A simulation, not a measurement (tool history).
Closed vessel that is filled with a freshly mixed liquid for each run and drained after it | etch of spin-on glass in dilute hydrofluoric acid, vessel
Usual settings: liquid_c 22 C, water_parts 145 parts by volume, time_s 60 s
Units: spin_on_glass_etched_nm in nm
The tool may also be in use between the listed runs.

run   hour  liquid_c  water_parts  time_s  wafers since the last listed run  hours since the thermometer was replaced  hours since the hydrofluoric acid flow meter was replaced  hours since the gauge calibration  read-back film thickness of the spin-on glass reference wafer, read on the same gauge (nm)  spin_on_glass_etched_nm
  1      0        22          145      60                                 0                                      2445                                                      768.3                              251.8                                                                                      129.96                    17.44
  2   16.7        22          145      60                              1057                                    2461.7                                                        785                              268.5                                                                                      130.02                    17.56
  3   24.9        22          145      60                               519                                    2469.9                                                      793.2                              276.7                                                                                         130                    17.68
  4   39.1        22          145      60                               899                                    2484.1                                                      807.4                              290.9                                                                                      129.99                    17.78
  5   54.3        22          100      60                               962                                    2499.3                                                      822.6                              306.1                                                                                      130.03                    26.77
  6   60.5        22          145      60                               392                                    2505.5                                                      828.8                              312.3                                                                                      130.01                    17.67
  7   75.1        22          145      60                               924                                    2520.1                                                      843.4                              326.9                                                                                      130.01                    17.65
  8   82.9        22          145      60                               494                                    2527.9                                                      851.2                              334.7                                                                                         130                    17.85
      84.1  -- gauge calibrated
  9   91.8        22          145      45                               563                                    2536.8                                                      860.1                                7.7                                                                                      129.98                    13.44
 10  106.5        22          145      60                               931                                    2551.5                                                      874.8                               22.4                                                                                      130.01                    17.71
 11  117.7        22          170      30                               709                                    2562.7                                                        886                               33.6                                                                                      129.99                     7.49
 12  128.5      19.5          145      30                               684                                    2573.5                                                      896.8                               44.4                                                                                         130                     8.01
     144.1  -- hydrofluoric acid flow meter replaced
 13  144.5        22          145      60                               950                                    2589.5                                                        0.4                               60.4                                                                                      130.03                     15.7
 14  152.6        27          195      85                               513                                    2597.6                                                        8.5                               68.5                                                                                         130                    18.69
 15    159        22          145      60                               405                                      2604                                                       14.9                               74.9                                                                                         130                     15.7
 16  171.8      17.5          145      60                               810                                    2616.8                                                       27.7                               87.7                                                                                         130                    13.12
 17  181.6        22          145      85                               620                                    2626.6                                                       37.5                               97.5                                                                                         130                    22.44
     188.9  -- thermometer replaced
 18  233.7        22          145      60                              3236                                      44.8                                                       89.6                              149.6                                                                                      130.01                    15.69
 19  248.8        22          145      60                               956                                      59.9                                                      104.7                              164.7                                                                                         130                    15.93
 20  265.6        22           80      30                              1064                                      76.7                                                      121.5                              181.5                                                                                      129.98                    15.56
 21  278.4      20.5          145      90                               810                                      89.5                                                      134.3                              194.3                                                                                         130                    22.56

Forecast each of these 5 alternatives for the next run:
  A  279.1        25          145      60                                44                                      90.2                                                        135                                195                                                                                           ?                        ?
  B  279.1        22          145      35                                44                                      90.2                                                        135                                195                                                                                           ?                        ?
  C  279.1        22          145      30                                44                                      90.2                                                        135                                195                                                                                           ?                        ?
  D  279.1        22           85      45                                44                                      90.2                                                        135                                195                                                                                           ?                        ?
  E  279.1      18.5          200      80                                44                                      90.2                                                        135                                195                                                                                           ?                        ?

run  read-back film thickness of the spin-on glass reference wafer, read on the same gauge (nm)  spin_on_glass_etched_nm
  A                                                                                      129.98                    18.12
  B                                                                                      129.98                     9.41
  C                                                                                      129.98                     8.07
  D                                                                                      129.98                    22.07
  E                                                                                      129.98                    12.86
Without the tool's hidden state the same runs would have given:
run  spin_on_glass_etched_nm
  A                    17.54
  B                     9.11
  C                     7.81
  D                    21.41
  E                    12.45
